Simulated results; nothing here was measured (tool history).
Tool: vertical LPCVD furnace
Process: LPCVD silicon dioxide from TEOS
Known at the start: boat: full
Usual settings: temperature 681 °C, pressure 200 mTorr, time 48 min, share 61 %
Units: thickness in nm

run	hour	temperature	pressure	time	share	wafers since the last listed run	hours since the last temperature calibration	hours since the pressure gauge was zeroed	hours since the TEOS flow controller was replaced	hours since the gauge calibration	read-back reference wafer on the same gauge, thickness	thickness
1	0	681	200	54	61	0	2924.8	2972.8	1589.8	617.4	171.85	184.48
2	50.4	681	200	48	61	987	2975.2	3023.2	1640.2	667.8	172.03	164.22
3	128.8	681	220	48	61	1536	3053.6	3101.6	1718.6	746.2	172.03	172.24
4	235.8	681	220	48	61	2096	3160.6	3208.6	1825.6	853.2	172.12	172.84
5	282.7	681	200	48	61	919	3207.5	3255.5	1872.5	900.1	172.07	165.39
6	338.9	681	200	48	61	1101	3263.7	3311.7	1928.7	956.3	171.93	165.82
# hour 401.4: pressure gauge zeroed
7	402.4	681	200	48	61	774	3327.2	1	1992.2	1019.8	171.84	164.35
# hour 441.9: gauge calibrated
8	449.7	681	200	55	51	926	3374.5	48.3	2039.5	7.8	171.95	174.09
9	555.3	681	200	48	61	2069	3480.1	153.9	2145.1	113.4	172.12	165.41
# hour 602.6: thermocouples replaced and temperature profile calibrated
10	633.9	681	240	41.5	72	1070	31.3	232.5	2223.7	192	172.14	178.7
# hour 724.4: TEOS flow controller replaced
# hour 725.9: thermocouples replaced and temperature profile calibrated, repeated, since the last time left the tool worse
11	732.2	681	175	33	61	1427	6.3	330.8	7.8	290.3	171.8	99.12
12	769.6	681	200	61.5	61	732	43.7	368.2	45.2	327.7	172.13	197.28
13	811.9	681	200	48	61	828	86	410.5	87.5	370	172.04	154.71
14	874.4	688	235	67	66	1224	148.5	473	150	432.5	171.86	288.19
15	918.6	681	175	48	73	866	192.7	517.2	194.2	476.7	172.05	159.61

4 ways to go on from here, each from the tool as it stands after run 15. What would each give?
A	922.5	681	200	48	61	76	196.6	521.1	198.1	480.6	?	?
B	922.5	673	225	48	69	76	196.6	521.1	198.1	480.6	?	?
C	922.5	674	250	60	71	76	196.6	521.1	198.1	480.6	?	?
D	922.5	681	200	48	68	76	196.6	521.1	198.1	480.6	?	?

run	read-back reference wafer on the same gauge, thickness	thickness
A	172.22	155.65
B	172.22	144.45
C	172.22	197.87
D	172.22	164.34
Without the tool's hidden state the same runs would have given:
run	thickness
A	154.79
B	143.64
C	196.77
D	163.43

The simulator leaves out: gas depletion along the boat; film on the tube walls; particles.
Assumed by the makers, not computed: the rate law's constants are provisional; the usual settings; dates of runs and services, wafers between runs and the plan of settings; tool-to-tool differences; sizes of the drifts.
